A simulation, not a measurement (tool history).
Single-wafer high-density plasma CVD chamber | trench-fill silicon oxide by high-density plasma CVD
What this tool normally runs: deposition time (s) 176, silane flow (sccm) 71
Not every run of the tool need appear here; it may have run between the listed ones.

run	hour	deposition time (s)	silane flow (sccm)	read-back reference wafer on the same gauge, thickness_nm	mean film thickness on the monitor wafer (nm)
1	0	198	71	1050.909	1354.346
2	95.9	198	71	1051.208	1352.073
3	137.4	198	71	1051.314	1351.035
4	243.7	176	71	1050.842	1207.433
5	298	176	71	1051.907	1202.272
6	353.4	176	79	1051.469	1312.384
7	455.7	176	71	1051.676	1205.731
8	551.8	176	71	1051.998	1201.638
9	619.7	153	71	1052.049	1046.76
10	691.6	176	81	1052.746	1349.143
11	766	176	71	1052.536	1202.421
12	866.9	176	71	1052.933	1203.638
13	941.3	176	71	1052.247	1208.499
14	1028.5	199	66	1051.982	1283.216
15	1135.4	199	66	1052.124	1279.989
# hour 1182.7: gauge calibrated
16	1186.9	176	71	1034.284	1180.36
17	1272.3	176	71	1035.831	1185.563
18	1362.6	176	71	1037.382	1187.483
19	1456.4	176	65	1038.898	1103.606
20	1495.5	161	78	1039.416	1174.869
21	1576.7	201	71	1040.624	1353.509
22	1632.4	157	58	1042.432	905.905
23	1682.6	165	71	1043.004	1117.738
# hour 1763: silane flow controller replaced
24	1784.9	167	57	1044.731	953.288
25	1867.8	207	59	1045.205	1209.532
26	1922.7	176	71	1045.743	1191.412
27	1994	208	80	1047.061	1560.146
28	2049.5	153	60	1047.699	911.717
29	2140.6	176	85	1048.024	1394.202
30	2194.3	176	79	1048.773	1309.432
31	2279.4	176	80	1049.078	1327.56
32	2372.4	193	81	1049.81	1470.728
33	2467.2	147	77	1050.74	1079.985

Expected results for the next run?
34	2560.4	202	84	?	?

read-back reference wafer on the same gauge, thickness_nm: 1051.424
mean film thickness on the monitor wafer (nm): 1585.694
With the hidden condition absent and the run-to-run variation left alone, this run would have shown mean film thickness on the monitor wafer (nm) 1553.245.
